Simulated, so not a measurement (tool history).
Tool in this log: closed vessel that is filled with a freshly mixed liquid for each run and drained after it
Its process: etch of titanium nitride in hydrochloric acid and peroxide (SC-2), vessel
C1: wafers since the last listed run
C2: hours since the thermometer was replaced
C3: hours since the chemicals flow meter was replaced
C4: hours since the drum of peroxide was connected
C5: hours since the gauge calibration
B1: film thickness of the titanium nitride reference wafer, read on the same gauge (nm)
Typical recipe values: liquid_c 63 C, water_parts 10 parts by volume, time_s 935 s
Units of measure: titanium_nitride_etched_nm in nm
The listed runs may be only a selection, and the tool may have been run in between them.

{"run": 1, "day": 0.0, "liquid_c": 63, "water_parts": 13, "time_s": 935, "C1": 0, "C2": 411.1, "C3": 1622.1, "C4": 44, "C5": 535.4, "B1": 110.02, "titanium_nitride_etched_nm": 39.98}
{"run": 2, "day": 2.938, "liquid_c": 63, "water_parts": 8, "time_s": 935, "C1": 3466, "C2": 481.6, "C3": 1692.6, "C4": 114.5, "C5": 605.9, "B1": 110, "titanium_nitride_etched_nm": 59.67}
{"run": 3, "day": 5.579, "liquid_c": 63, "water_parts": 8, "time_s": 935, "C1": 3116, "C2": 545, "C3": 1756, "C4": 177.9, "C5": 669.3, "B1": 110, "titanium_nitride_etched_nm": 59.03}
{"run": 4, "day": 7.892, "liquid_c": 63, "water_parts": 8, "time_s": 935, "C1": 2728, "C2": 600.5, "C3": 1811.5, "C4": 233.4, "C5": 724.8, "B1": 110, "titanium_nitride_etched_nm": 59.48}
{"run": 5, "day": 10.879, "liquid_c": 60, "water_parts": 10, "time_s": 1140, "C1": 3525, "C2": 672.2, "C3": 1883.2, "C4": 305.1, "C5": 796.5, "B1": 109.96, "titanium_nitride_etched_nm": 50.24}
{"run": 6, "day": 12.321, "liquid_c": 60, "water_parts": 10, "time_s": 1140, "C1": 1701, "C2": 706.8, "C3": 1917.8, "C4": 339.7, "C5": 831.1, "B1": 110, "titanium_nitride_etched_nm": 49.98}
{"run": 7, "day": 15.246, "liquid_c": 60, "water_parts": 10, "time_s": 1140, "C1": 3451, "C2": 777, "C3": 1988, "C4": 409.9, "C5": 901.3, "B1": 110.02, "titanium_nitride_etched_nm": 49.61}
{"run": 8, "day": 17.108, "liquid_c": 60.5, "water_parts": 10, "time_s": 935, "C1": 2197, "C2": 821.7, "C3": 2032.7, "C4": 454.6, "C5": 946, "B1": 110, "titanium_nitride_etched_nm": 42.33}
{"run": 9, "day": 18.542, "liquid_c": 60.5, "water_parts": 10, "time_s": 935, "C1": 1691, "C2": 856.1, "C3": 2067.1, "C4": 489, "C5": 980.4, "B1": 109.99, "titanium_nitride_etched_nm": 42.13}
{"day": 18.867, "done": "thermometer replaced"}
{"day": 18.958, "done": "new drum of peroxide connected"}
{"run": 10, "day": 20.838, "liquid_c": 63, "water_parts": 10, "time_s": 935, "C1": 2610, "C2": 47.3, "C3": 2122.2, "C4": 45.1, "C5": 1035.5, "B1": 109.99, "titanium_nitride_etched_nm": 48.17}
{"run": 11, "day": 22.15, "liquid_c": 55.5, "water_parts": 6.5, "time_s": 935, "C1": 1548, "C2": 78.8, "C3": 2153.7, "C4": 76.6, "C5": 1067, "B1": 110, "titanium_nitride_etched_nm": 42.29}
{"run": 12, "day": 24.921, "liquid_c": 55.5, "water_parts": 6.5, "time_s": 935, "C1": 3269, "C2": 145.3, "C3": 2220.2, "C4": 143.1, "C5": 1133.5, "B1": 110.03, "titanium_nitride_etched_nm": 42.28}
{"day": 25.967, "done": "new drum of peroxide connected, repeated, since the last time left the tool worse"}
{"day": 26.162, "done": "chemicals flow meter replaced"}
{"run": 13, "day": 27.538, "liquid_c": 63, "water_parts": 10, "time_s": 935, "C1": 2989, "C2": 208.1, "C3": 33, "C4": 37.7, "C5": 1196.3, "B1": 110, "titanium_nitride_etched_nm": 49.84}
{"run": 14, "day": 28.95, "liquid_c": 63, "water_parts": 10, "time_s": 935, "C1": 1666, "C2": 242, "C3": 66.9, "C4": 71.6, "C5": 1230.2, "B1": 109.99, "titanium_nitride_etched_nm": 50.01}
{"run": 15, "day": 30.367, "liquid_c": 71.5, "water_parts": 8, "time_s": 1305, "C1": 1671, "C2": 276, "C3": 100.9, "C4": 105.6, "C5": 1264.2, "B1": 110.01, "titanium_nitride_etched_nm": 139.29}
{"run": 16, "day": 33.029, "liquid_c": 63, "water_parts": 10, "time_s": 935, "C1": 3141, "C2": 339.9, "C3": 164.8, "C4": 169.5, "C5": 1328.1, "B1": 110, "titanium_nitride_etched_nm": 49.9}
{"run": 17, "day": 34.658, "liquid_c": 69, "water_parts": 10, "time_s": 780, "C1": 1922, "C2": 379, "C3": 203.9, "C4": 208.6, "C5": 1367.2, "B1": 110.02, "titanium_nitride_etched_nm": 59.73}
{"day": 36.667, "done": "gauge calibrated"}
{"run": 18, "day": 37.404, "liquid_c": 66.5, "water_parts": 10, "time_s": 570, "C1": 3239, "C2": 444.9, "C3": 269.8, "C4": 274.5, "C5": 17.7, "B1": 110.01, "titanium_nitride_etched_nm": 37.36}
{"run": 19, "day": 38.638, "liquid_c": 63, "water_parts": 7.5, "time_s": 935, "C1": 1455, "C2": 474.5, "C3": 299.4, "C4": 304.1, "C5": 47.3, "B1": 110.03, "titanium_nitride_etched_nm": 62.42}
{"run": 20, "day": 39.979, "liquid_c": 63, "water_parts": 10, "time_s": 935, "C1": 1583, "C2": 506.7, "C3": 331.6, "C4": 336.3, "C5": 79.5, "B1": 110, "titanium_nitride_etched_nm": 49.61}
{"run": 21, "day": 42.488, "liquid_c": 59.5, "water_parts": 13.5, "time_s": 1265, "C1": 2959, "C2": 566.9, "C3": 391.8, "C4": 396.5, "C5": 139.7, "B1": 109.98, "titanium_nitride_etched_nm": 41.55}
{"day": 43.288, "done": "new drum of peroxide connected"}
{"run": 22, "day": 43.583, "liquid_c": 72, "water_parts": 10, "time_s": 1235, "C1": 1243, "C2": 593.2, "C3": 418.1, "C4": 7.1, "C5": 166, "B1": 109.99, "titanium_nitride_etched_nm": 112.74}
{"run": 23, "day": 44.696, "liquid_c": 67, "water_parts": 12.5, "time_s": 625, "C1": 1312, "C2": 619.9, "C3": 444.8, "C4": 33.8, "C5": 192.7, "B1": 109.99, "titanium_nitride_etched_nm": 35.32}
{"run": 24, "day": 46.117, "liquid_c": 67.5, "water_parts": 6.5, "time_s": 935, "C1": 1676, "C2": 654, "C3": 478.9, "C4": 67.9, "C5": 226.8, "B1": 109.99, "titanium_nitride_etched_nm": 92.64}
{"run": 25, "day": 47.983, "liquid_c": 69, "water_parts": 10, "time_s": 675, "C1": 2202, "C2": 698.8, "C3": 523.7, "C4": 112.7, "C5": 271.6, "B1": 109.99, "titanium_nitride_etched_nm": 51.47}
{"run": 26, "day": 50.15, "liquid_c": 59.5, "water_parts": 6, "time_s": 400, "C1": 2556, "C2": 750.8, "C3": 575.7, "C4": 164.7, "C5": 323.6, "B1": 109.97, "titanium_nitride_etched_nm": 25.58}
{"run": 27, "day": 52.621, "liquid_c": 63, "water_parts": 10, "time_s": 1245, "C1": 2915, "C2": 810.1, "C3": 635, "C4": 224, "C5": 382.9, "B1": 109.99, "titanium_nitride_etched_nm": 65.88}

3 options for the next run, each taken on its own from the tool as it stands now. Forecast them:
{"run": "A", "day": 52.658, "liquid_c": 63, "water_parts": 10, "time_s": 935, "C1": 44, "C2": 811, "C3": 635.9, "C4": 224.9, "C5": 383.8, "B1": "?", "titanium_nitride_etched_nm": "?"}
{"run": "B", "day": 52.658, "liquid_c": 63, "water_parts": 10, "time_s": 1085, "C1": 44, "C2": 811, "C3": 635.9, "C4": 224.9, "C5": 383.8, "B1": "?", "titanium_nitride_etched_nm": "?"}
{"run": "C", "day": 52.658, "liquid_c": 53.5, "water_parts": 10, "time_s": 935, "C1": 44, "C2": 811, "C3": 635.9, "C4": 224.9, "C5": 383.8, "B1": "?", "titanium_nitride_etched_nm": "?"}

run=A B1=110 titanium_nitride_etched_nm=49.71
run=B B1=110 titanium_nitride_etched_nm=57.69
run=C B1=110 titanium_nitride_etched_nm=27.22
The same runs, with their run-to-run variation unchanged, on a tool lacking any hidden condition would have given:
run=A titanium_nitride_etched_nm=50.33
run=B titanium_nitride_etched_nm=58.4
run=C titanium_nitride_etched_nm=27.56
